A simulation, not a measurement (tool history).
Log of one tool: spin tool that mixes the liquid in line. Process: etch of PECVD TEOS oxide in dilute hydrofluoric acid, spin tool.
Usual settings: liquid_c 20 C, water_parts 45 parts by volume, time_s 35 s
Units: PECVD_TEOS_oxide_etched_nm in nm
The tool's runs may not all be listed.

run	hour	liquid_c	water_parts	time_s	wafers since the last listed run	hours since the thermometer was replaced	hours since the hydrofluoric acid flow meter was replaced	hours since the gauge calibration	read-back film thickness of the PECVD TEOS oxide reference wafer, read on the same gauge (nm)	PECVD_TEOS_oxide_etched_nm
1	0	22.5	45	35	0	379.7	1336.4	814.5	59.98	6.75
2	52.3	20	45	35	485	432	1388.7	866.8	60.01	6.11
3	109.6	20	45	35	531	489.3	1446	924.1	60	6.09
4	153.6	20	45	35	408	533.3	1490	968.1	60.01	6.1
5	193.9	20	35	35	373	573.6	1530.3	1008.4	60.01	7.95
6	249.9	20	45	35	519	629.6	1586.3	1064.4	60	6.1
7	305.7	20	45	35	517	685.4	1642.1	1120.2	60.01	6.07
8	338.7	20	45	35	306	718.4	1675.1	1153.2	60.01	6.14
9	392.9	20	45	35	502	772.6	1729.3	1207.4	60.01	6.08
10	425.2	20	45	35	299	804.9	1761.6	1239.7	59.99	6.12
11	526	20	45	35	935	905.7	1862.4	1340.5	60	6.14
12	588.1	20	45	35	576	967.8	1924.5	1402.6	60	6.14
# hour 614.5: hydrofluoric acid flow meter replaced
13	646.1	23	45	35	528	1025.8	31.6	1460.6	60	7.16
14	691.7	20	45	35	423	1071.4	77.2	1506.2	60	6.31
15	750.1	22.5	30	35	541	1129.8	135.6	1564.6	59.99	10.75
16	809.7	20	55	35	552	1189.4	195.2	1624.2	60.01	5.14
17	848.1	17	40	35	356	1227.8	233.6	1662.6	59.98	6.34
# hour 911.7: gauge calibrated
18	916.5	18	45	45	634	1296.2	302	4.8	60	7.48
19	974.2	21.5	30	50	535	1353.9	359.7	62.5	60	14.82
20	1006.5	20	45	55	299	1386.2	392	94.8	60	10
# hour 1020.1: hydrofluoric acid flow meter replaced, repeated, since the last time left the tool worse
21	1077.2	17	45	20	646	1456.9	57.1	165.5	60	2.98
22	1130.2	24.5	45	25	491	1509.9	110.1	218.5	59.99	5.12
# hour 1148.7: thermometer replaced
23	1164.2	18	45	35	306	15.5	144.1	252.5	60	5.44
24	1190.6	23	30	20	244	41.9	170.5	278.9	60.02	5.91
25	1242.4	22	40	45	480	93.7	222.3	330.7	60	9.42
26	1287.3	17	45	35	416	138.6	267.2	375.6	59.99	5.22
27	1327.6	23	45	35	373	178.9	307.5	415.9	60	6.8
28	1355.3	20	35	35	257	206.6	335.2	443.6	60.01	7.78
29	1409.4	17.5	30	50	501	260.7	389.3	497.7	60	11.64
30	1450.5	20	45	35	381	301.8	430.4	538.8	59.99	5.97
31	1519.8	20	30	55	642	371.1	499.7	608.1	59.98	14.38
32	1579.7	20	45	35	555	431	559.6	668	60	6
33	1610.5	20	55	30	285	461.8	590.4	698.8	60	4.15
34	1658.1	18.5	40	40	441	509.4	638	746.4	60	7.31

What the log doesn't show, run by run:
liquid hotter than its thermometer reads (K): 0 in every run
gauge reads high (%): 0 in every run
H1: hydrofluoric acid flow above the setpoint (%)
run	H1
1	2.91
2	3.01
3	3.13
4	3.21
5	3.29
6	3.4
7	3.5
8	3.57
9	3.67
10	3.73
11	3.93
12	4.05
13	6.9
14	6.99
15	7.1
16	7.22
17	7.29
18	7.42
19	7.53
20	7.6
21	0.667
22	0.769
23	0.835
24	0.885
25	0.985
26	1.07
27	1.15
28	1.2
29	1.31
30	1.39
31	1.52
32	1.63
33	1.69
34	1.79
